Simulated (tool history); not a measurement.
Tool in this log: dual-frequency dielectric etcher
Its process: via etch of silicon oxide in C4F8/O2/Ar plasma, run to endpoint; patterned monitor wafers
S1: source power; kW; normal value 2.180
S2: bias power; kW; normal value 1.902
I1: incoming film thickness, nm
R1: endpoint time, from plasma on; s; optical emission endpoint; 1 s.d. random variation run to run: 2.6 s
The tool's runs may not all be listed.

run,hour,S1,S2,I1,R1
1,0.0,2.180,1.902,1901.5,388.2
# hour 3.6: wet clean of the chamber
2,18.5,1.860,1.681,1872.1,409.2
3,34.2,1.860,1.681,1898.0,417.3
4,60.1,1.860,1.681,1881.7,419.9
5,86.3,2.180,1.902,1904.7,366.7
6,121.4,2.180,1.902,1914.9,378.2
7,133.6,2.180,1.902,1892.2,369.6
8,155.6,2.180,1.902,1879.7,373.0
9,189.5,2.180,2.206,1884.9,357.1
10,212.1,2.180,1.902,1869.1,371.5
# hour 221.4: source power generator calibrated
11,258.4,2.570,1.902,1893.1,342.6
12,279.3,1.710,1.902,1886.5,449.8
# hour 319.0: wet clean of the chamber
# hour 333.7: bias power generator calibrated
# hour 390.1: upper electrode replaced
13,390.6,2.490,2.161,1885.0,331.7
14,413.3,2.180,1.902,1876.3,370.6
15,515.0,1.850,1.546,1879.0,441.0
16,548.2,1.710,1.486,1902.5,478.0
17,580.6,1.910,2.146,1896.3,397.5
18,599.2,1.840,2.315,1884.9,402.9

3 ways to go on from here, each from the tool as it stands after run 18. What would each give?
A,599.7,2.180,1.535,1868.2,?
B,599.7,1.890,2.159,1868.2,?
C,599.7,2.180,2.244,1868.2,?

run,R1
A,396.9
B,400.2
C,360.1
Take away the tool's hidden state, keep each run's random variation, and the runs would have read:
run,R1
A,380.9
B,384.0
C,345.5
